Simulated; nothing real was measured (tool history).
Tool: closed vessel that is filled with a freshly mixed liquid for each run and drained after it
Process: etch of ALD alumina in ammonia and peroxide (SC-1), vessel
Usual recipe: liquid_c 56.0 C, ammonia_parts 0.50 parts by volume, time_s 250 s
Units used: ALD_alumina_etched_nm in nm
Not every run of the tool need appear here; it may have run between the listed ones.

| run | hour | liquid_c | ammonia_parts | time_s | read-back film thickness of the ALD alumina reference wafer, read on the same gauge (nm) | ALD_alumina_etched_nm |
|---|---|---|---|---|---|---|
| 1 | 0.0 | 53.0 | 0.50 | 250 | 90.02 | 13.57 |
| 2 | 48.0 | 56.0 | 0.50 | 250 | 90.03 | 15.94 |
| 3 | 217.5 | 56.0 | 0.50 | 250 | 90.02 | 16.04 |
| 4 | 263.4 | 56.0 | 0.50 | 250 | 89.99 | 15.86 |
| 5 | 335.4 | 56.0 | 0.65 | 250 | 89.99 | 16.53 |
| 6 | 368.9 | 56.0 | 0.50 | 295 | 90.02 | 19.21 |
| 7 | 394.6 | 56.0 | 0.50 | 250 | 90.02 | 15.89 |
| 8 | 428.5 | 56.0 | 0.50 | 250 | 90.01 | 15.87 |
| 9 | 498.9 | 56.0 | 0.50 | 250 | 90.05 | 15.68 |
| 10 | 551.8 | 56.0 | 0.50 | 250 | 90.04 | 15.93 |
| 11 | 605.5 | 60.0 | 0.50 | 250 | 90.04 | 19.69 |
| 12 | 644.5 | 60.0 | 0.50 | 250 | 89.97 | 19.90 |
| 13 | 701.8 | 60.0 | 0.50 | 250 | 90.00 | 19.40 |
| 14 | 761.3 | 56.0 | 0.50 | 250 | 90.01 | 15.73 |
| 15 | 809.8 | 48.5 | 0.35 | 205 | 90.00 | 8.35 |
| 16 | 881.7 | 53.0 | 0.40 | 295 | 89.98 | 15.58 |
| 17 | 924.7 | 59.0 | 0.50 | 355 | 90.01 | 25.91 |
| 18 | 1105.8 | 50.0 | 0.55 | 160 | 89.98 | 7.82 |
| 19 | 1168.7 | 56.0 | 0.50 | 250 | 90.03 | 16.36 |
| 20 | 1197.7 | 50.0 | 0.75 | 155 | 90.02 | 7.73 |
| 21 | 1243.5 | 59.0 | 0.50 | 180 | 89.99 | 14.07 |
| 22 | 1304.1 | 63.0 | 0.70 | 250 | 89.99 | 24.54 |
| 23 | 1334.8 | 56.0 | 0.50 | 250 | 89.96 | 16.40 |
| 24 | 1385.3 | 56.0 | 0.50 | 320 | 90.00 | 21.28 |
| 25 | 1454.7 | 61.5 | 0.65 | 165 | 89.98 | 14.94 |
| 26 | 1503.0 | 66.0 | 0.50 | 250 | 90.02 | 27.72 |
| 27 | 1549.5 | 56.0 | 0.50 | 250 | 90.01 | 16.31 |
| 28 | 1617.8 | 56.0 | 0.35 | 180 | 90.02 | 11.35 |
| 29 | 1678.8 | 56.0 | 0.70 | 365 | 90.03 | 24.87 |
| 30 | 1728.7 | 56.0 | 0.40 | 330 | 90.03 | 20.94 |

Taken out of this log: 9 entries between the listed runs. Where each belongs, and how the hidden state differs across it:
Run 4 -> run 5: new drum of ammonia solution connected (hour 294.5)
  liquid colder than its thermometer reads (K): 0.771 -> 0.809
  measured value less the no-hidden-state value, ALD_alumina_etched_nm: -0.66 -> -0.72 nm
Run 8 -> run 9: ammonia flow meter replaced (hour 474.7)
  liquid colder than its thermometer reads (K): 0.858 -> 0.896
  measured value less the no-hidden-state value, ALD_alumina_etched_nm: -0.74 -> -0.76 nm
Run 10 -> run 11: new drum of ammonia solution connected (hour 603.0)
  liquid colder than its thermometer reads (K): 0.924 -> 0.952
  measured value less the no-hidden-state value, ALD_alumina_etched_nm: -0.80 -> -0.99 nm
Run 17 -> run 18: new drum of ammonia solution connected (hour 985.0); thermometer replaced (hour 1004.5)
  liquid colder than its thermometer reads (K): 1.12 -> 0.0632
  measured value less the no-hidden-state value, ALD_alumina_etched_nm: -1.55 -> -0.02 nm
Run 21 -> run 22: gauge calibrated (hour 1281.9)
  liquid colder than its thermometer reads (K): 0.136 -> 0.168
  measured value less the no-hidden-state value, ALD_alumina_etched_nm: -0.10 -> -0.21 nm
Run 22 -> run 23: new drum of ammonia solution connected (hour 1308.7)
  liquid colder than its thermometer reads (K): 0.168 -> 0.185
  measured value less the no-hidden-state value, ALD_alumina_etched_nm: -0.21 -> -0.16 nm
Run 28 -> run 29: new drum of ammonia solution connected (hour 1630.1)
  liquid colder than its thermometer reads (K): 0.335 -> 0.367
  measured value less the no-hidden-state value, ALD_alumina_etched_nm: -0.20 -> -0.49 nm
Run 29 -> run 30: ammonia flow meter replaced (hour 1688.6)
  liquid colder than its thermometer reads (K): 0.367 -> 0.394
  measured value less the no-hidden-state value, ALD_alumina_etched_nm: -0.49 -> -0.43 nm
